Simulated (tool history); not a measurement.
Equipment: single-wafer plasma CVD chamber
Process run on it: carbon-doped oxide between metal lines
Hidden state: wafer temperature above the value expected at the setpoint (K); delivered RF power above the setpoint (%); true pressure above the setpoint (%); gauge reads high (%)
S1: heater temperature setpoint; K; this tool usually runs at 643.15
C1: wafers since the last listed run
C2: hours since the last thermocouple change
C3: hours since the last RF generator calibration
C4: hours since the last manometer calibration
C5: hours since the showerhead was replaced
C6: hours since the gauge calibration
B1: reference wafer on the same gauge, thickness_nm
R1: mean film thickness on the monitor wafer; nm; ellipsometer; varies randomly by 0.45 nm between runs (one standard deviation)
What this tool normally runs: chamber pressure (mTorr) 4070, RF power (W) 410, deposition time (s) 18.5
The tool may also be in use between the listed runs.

run 1 hour=0 | S1=643.15 chamber_pressure_(mTorr)=4070 RF_power_(W)=410 deposition_time_(s)=18.5 | C1=0 C2=872.2 C3=843.5 C4=1350.8 C5=5148.3 C6=2877.5 | B1=96.969 | R1=79.305
run 2 hour=73.5 | S1=643.15 chamber_pressure_(mTorr)=4070 RF_power_(W)=410 deposition_time_(s)=16.9 | C1=1631 C2=945.7 C3=917 C4=1424.3 C5=5221.8 C6=2951 | B1=97.03 | R1=72.285
-- hour=112.9 thermocouple changed; heater temperature recalibrated
run 3 hour=179.4 | S1=635.15 chamber_pressure_(mTorr)=4070 RF_power_(W)=410 deposition_time_(s)=18.5 | C1=2173 C2=66.5 C3=1022.9 C4=1530.2 C5=5327.7 C6=3056.9 | B1=96.833 | R1=80.3
run 4 hour=236.5 | S1=635.15 chamber_pressure_(mTorr)=4070 RF_power_(W)=410 deposition_time_(s)=18.5 | C1=1267 C2=123.6 C3=1080 C4=1587.3 C5=5384.8 C6=3114 | B1=96.88 | R1=80.561
run 5 hour=329 | S1=635.15 chamber_pressure_(mTorr)=4070 RF_power_(W)=410 deposition_time_(s)=18.5 | C1=2053 C2=216.1 C3=1172.5 C4=1679.8 C5=5477.3 C6=3206.5 | B1=97.003 | R1=79.969
run 6 hour=382.5 | S1=635.15 chamber_pressure_(mTorr)=4070 RF_power_(W)=410 deposition_time_(s)=18.5 | C1=1187 C2=269.6 C3=1226 C4=1733.3 C5=5530.8 C6=3260 | B1=96.906 | R1=79.524
run 7 hour=489.8 | S1=631.15 chamber_pressure_(mTorr)=4650 RF_power_(W)=445 deposition_time_(s)=15.7 | C1=2382 C2=376.9 C3=1333.3 C4=1840.6 C5=5638.1 C6=3367.3 | B1=96.954 | R1=72.74
run 8 hour=556 | S1=633.15 chamber_pressure_(mTorr)=4430 RF_power_(W)=455 deposition_time_(s)=18.5 | C1=1469 C2=443.1 C3=1399.5 C4=1906.8 C5=5704.3 C6=3433.5 | B1=96.784 | R1=85.813
run 9 hour=603.8 | S1=643.15 chamber_pressure_(mTorr)=3400 RF_power_(W)=410 deposition_time_(s)=18.5 | C1=1061 C2=490.9 C3=1447.3 C4=1954.6 C5=5752.1 C6=3481.3 | B1=96.89 | R1=75.408
run 10 hour=684.4 | S1=639.15 chamber_pressure_(mTorr)=4510 RF_power_(W)=490 deposition_time_(s)=16.1 | C1=1789 C2=571.5 C3=1527.9 C4=2035.2 C5=5832.7 C6=3561.9 | B1=96.98 | R1=77.301
run 11 hour=747.4 | S1=643.15 chamber_pressure_(mTorr)=4070 RF_power_(W)=370 deposition_time_(s)=19.5 | C1=1398 C2=634.5 C3=1590.9 C4=2098.2 C5=5895.7 C6=3624.9 | B1=96.902 | R1=74.877
-- hour=765.8 RF generator calibrated
-- hour=843.9 capacitance manometer re-zeroed and calibrated
run 12 hour=851 | S1=643.15 chamber_pressure_(mTorr)=4070 RF_power_(W)=465 deposition_time_(s)=18.5 | C1=1944 C2=738.1 C3=85.2 C4=7.1 C5=5999.3 C6=3728.5 | B1=96.817 | R1=87.945
-- hour=885 showerhead replaced
run 13 hour=957.2 | S1=652.15 chamber_pressure_(mTorr)=4070 RF_power_(W)=350 deposition_time_(s)=21.6 | C1=2180 C2=844.3 C3=191.4 C4=113.3 C5=72.2 C6=3834.7 | B1=96.972 | R1=83.455
-- hour=1002.7 thermocouple changed; heater temperature recalibrated
run 14 hour=1014.3 | S1=643.15 chamber_pressure_(mTorr)=4070 RF_power_(W)=410 deposition_time_(s)=18.5 | C1=1090 C2=11.6 C3=248.5 C4=170.4 C5=129.3 C6=3891.8 | B1=96.791 | R1=81.119
run 15 hour=1057.4 | S1=643.15 chamber_pressure_(mTorr)=3700 RF_power_(W)=410 deposition_time_(s)=21.4 | C1=956 C2=54.7 C3=291.6 C4=213.5 C5=172.4 C6=3934.9 | B1=96.844 | R1=92.466
run 16 hour=1128.1 | S1=643.15 chamber_pressure_(mTorr)=4070 RF_power_(W)=345 deposition_time_(s)=21.5 | C1=1569 C2=125.4 C3=362.3 C4=284.2 C5=243.1 C6=4005.6 | B1=97.018 | R1=83.708
-- hour=1221.3 gauge calibrated
run 17 hour=1225.5 | S1=643.15 chamber_pressure_(mTorr)=4070 RF_power_(W)=410 deposition_time_(s)=18.5 | C1=2162 C2=222.8 C3=459.7 C4=381.6 C5=340.5 C6=4.2 | B1=97.028 | R1=81.37
run 18 hour=1320.1 | S1=633.15 chamber_pressure_(mTorr)=3390 RF_power_(W)=350 deposition_time_(s)=15.3 | C1=2100 C2=317.4 C3=554.3 C4=476.2 C5=435.1 C6=98.8 | B1=96.95 | R1=59.961
run 19 hour=1391.1 | S1=643.15 chamber_pressure_(mTorr)=4070 RF_power_(W)=410 deposition_time_(s)=18.5 | C1=1576 C2=388.4 C3=625.3 C4=547.2 C5=506.1 C6=169.8 | B1=96.902 | R1=81.047
run 20 hour=1490.3 | S1=648.15 chamber_pressure_(mTorr)=4630 RF_power_(W)=410 deposition_time_(s)=18.5 | C1=2202 C2=487.6 C3=724.5 C4=646.4 C5=605.3 C6=269 | B1=96.889 | R1=81.285
run 21 hour=1586.2 | S1=643.15 chamber_pressure_(mTorr)=4070 RF_power_(W)=410 deposition_time_(s)=21.9 | C1=2129 C2=583.5 C3=820.4 C4=742.3 C5=701.2 C6=364.9 | B1=96.779 | R1=94.397
run 22 hour=1635.5 | S1=643.15 chamber_pressure_(mTorr)=4730 RF_power_(W)=410 deposition_time_(s)=18.5 | C1=1094 C2=632.8 C3=869.7 C4=791.6 C5=750.5 C6=414.2 | B1=96.76 | R1=81.417
run 23 hour=1683.2 | S1=643.15 chamber_pressure_(mTorr)=4070 RF_power_(W)=380 deposition_time_(s)=18.5 | C1=1058 C2=680.5 C3=917.4 C4=839.3 C5=798.2 C6=461.9 | B1=96.917 | R1=76.102
run 24 hour=1771.1 | S1=651.15 chamber_pressure_(mTorr)=5040 RF_power_(W)=375 deposition_time_(s)=18.5 | C1=1951 C2=768.4 C3=1005.3 C4=927.2 C5=886.1 C6=549.8 | B1=96.965 | R1=76.287
run 25 hour=1876.6 | S1=651.15 chamber_pressure_(mTorr)=3460 RF_power_(W)=335 deposition_time_(s)=16.8 | C1=2342 C2=873.9 C3=1110.8 C4=1032.7 C5=991.6 C6=655.3 | B1=96.759 | R1=60.56
-- hour=1937.3 thermocouple changed; heater temperature recalibrated
run 26 hour=1947.9 | S1=643.15 chamber_pressure_(mTorr)=4070 RF_power_(W)=410 deposition_time_(s)=18.5 | C1=1405 C2=10.6 C3=1182.1 C4=1104 C5=1062.9 C6=726.6 | B1=96.861 | R1=78.088
run 27 hour=1998.6 | S1=643.15 chamber_pressure_(mTorr)=5070 RF_power_(W)=450 deposition_time_(s)=20.4 | C1=1125 C2=61.3 C3=1232.8 C4=1154.7 C5=1113.6 C6=777.3 | B1=96.898 | R1=94.368
run 28 hour=2068.8 | S1=643.15 chamber_pressure_(mTorr)=3150 RF_power_(W)=410 deposition_time_(s)=15.6 | C1=1558 C2=131.5 C3=1303 C4=1224.9 C5=1183.8 C6=847.5 | B1=96.907 | R1=63.418
run 29 hour=2292.1 | S1=637.15 chamber_pressure_(mTorr)=4440 RF_power_(W)=460 deposition_time_(s)=18.5 | C1=4957 C2=354.8 C3=1526.3 C4=1448.2 C5=1407.1 C6=1070.8 | B1=96.98 | R1=84.834

Alternative continuations, all from the tool just after run 29; predict every row:
run A hour=2292.5 | S1=630.15 chamber_pressure_(mTorr)=4070 RF_power_(W)=410 deposition_time_(s)=18.5 | C1=8 C2=355.2 C3=1526.7 C4=1448.6 C5=1407.5 C6=1071.2 | B1=? | R1=?
run B hour=2292.5 | S1=643.15 chamber_pressure_(mTorr)=4070 RF_power_(W)=355 deposition_time_(s)=20.2 | C1=8 C2=355.2 C3=1526.7 C4=1448.6 C5=1407.5 C6=1071.2 | B1=? | R1=?
run C hour=2292.5 | S1=648.15 chamber_pressure_(mTorr)=4650 RF_power_(W)=410 deposition_time_(s)=17.3 | C1=8 C2=355.2 C3=1526.7 C4=1448.6 C5=1407.5 C6=1071.2 | B1=? | R1=?

run=A B1=96.915 R1=78.922
run=B B1=96.915 R1=76.042
run=C B1=96.915 R1=72.577
Without the tool's unlogged condition, the same runs would have read:
run=A R1=84.079
run=B R1=81.164
run=C R1=77.32
